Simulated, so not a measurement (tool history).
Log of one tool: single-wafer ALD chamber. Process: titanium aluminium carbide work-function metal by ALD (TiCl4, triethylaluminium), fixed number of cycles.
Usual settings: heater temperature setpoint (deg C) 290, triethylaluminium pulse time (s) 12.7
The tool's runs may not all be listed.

| run | day | heater temperature setpoint (deg C) | triethylaluminium pulse time (s) | read-back reference wafer on the same gauge, thickness_nm | mean film thickness on the monitor wafer (nm) |
|---|---|---|---|---|---|
| 1 | 0 | 282 | 12.7 | 1.879 | 1.665 |
| 2 | 0.467 | 290 | 12.7 | 1.878 | 1.739 |
| 3 | 1.083 | 290 | 12.7 | 1.882 | 1.73 |
| 4 | 1.525 | 290 | 12.7 | 1.879 | 1.736 |
| 5 | 1.817 | 290 | 12.7 | 1.88 | 1.736 |
| 6 | 2.075 | 290 | 12.7 | 1.879 | 1.734 |
| 7 | 2.371 | 290 | 12.7 | 1.88 | 1.734 |
| 8 | 2.658 | 290 | 11.59 | 1.878 | 1.699 |
|  | 2.888 | gauge calibrated |
| 9 | 3.158 | 290 | 11.59 | 1.881 | 1.698 |
| 10 | 3.467 | 290 | 12.7 | 1.88 | 1.73 |
| 11 | 4.1 | 303 | 9.96 | 1.883 | 1.736 |
| 12 | 4.671 | 290 | 12.7 | 1.879 | 1.735 |
| 13 | 5.071 | 290 | 14.35 | 1.88 | 1.776 |
|  | 5.625 | thermocouple changed; heater temperature recalibrated |
| 14 | 6.104 | 279 | 12.7 | 1.88 | 1.645 |
| 15 | 6.538 | 282 | 15.49 | 1.881 | 1.718 |
| 16 | 7.042 | 284 | 17.64 | 1.879 | 1.761 |
| 17 | 7.325 | 290 | 12.7 | 1.881 | 1.731 |
| 18 | 7.633 | 277 | 10.71 | 1.88 | 1.561 |
| 19 | 9.4 | 290 | 14.22 | 1.879 | 1.766 |
| 20 | 10 | 276 | 10.74 | 1.882 | 1.555 |
| 21 | 10.65 | 304 | 17.15 | 1.879 | 1.924 |
| 22 | 10.904 | 294 | 12.7 | 1.88 | 1.765 |
|  | 11.379 | triethylaluminium bottle replaced |
| 23 | 11.546 | 295 | 12.7 | 1.881 | 1.867 |
| 24 | 12.138 | 300 | 10.6 | 1.879 | 1.865 |
| 25 | 12.838 | 290 | 12.7 | 1.882 | 1.812 |
| 26 | 13.225 | 290 | 17.47 | 1.877 | 1.85 |
| 27 | 13.892 | 282 | 17.49 | 1.879 | 1.781 |
| 28 | 14.304 | 301 | 12.7 | 1.881 | 1.906 |
| 29 | 15.008 | 304 | 12.7 | 1.877 | 1.924 |
| 30 | 15.55 | 296 | 12.7 | 1.881 | 1.854 |
| 31 | 16.05 | 290 | 9.95 | 1.879 | 1.748 |
| 32 | 16.342 | 304 | 9.62 | 1.879 | 1.837 |

5 ways to go on from here, each from the tool as it stands after run 32. What would each give?
| A | 16.358 | 277 | 12.7 | ? | ? |
| B | 16.358 | 290 | 16.7 | ? | ? |
| C | 16.358 | 277 | 17.4 | ? | ? |
| D | 16.358 | 276 | 15.07 | ? | ? |
| E | 16.358 | 290 | 7.87 | ? | ? |

| run | read-back reference wafer on the same gauge, thickness_nm | mean film thickness on the monitor wafer (nm) |
|---|---|---|
| A | 1.88 | 1.698 |
| B | 1.88 | 1.846 |
| C | 1.88 | 1.735 |
| D | 1.88 | 1.714 |
| E | 1.88 | 1.647 |
Without the tool's hidden state the same runs would have given:
| run | mean film thickness on the monitor wafer (nm) |
|---|---|
| A | 1.726 |
| B | 1.858 |
| C | 1.744 |
| D | 1.73 |
| E | 1.732 |
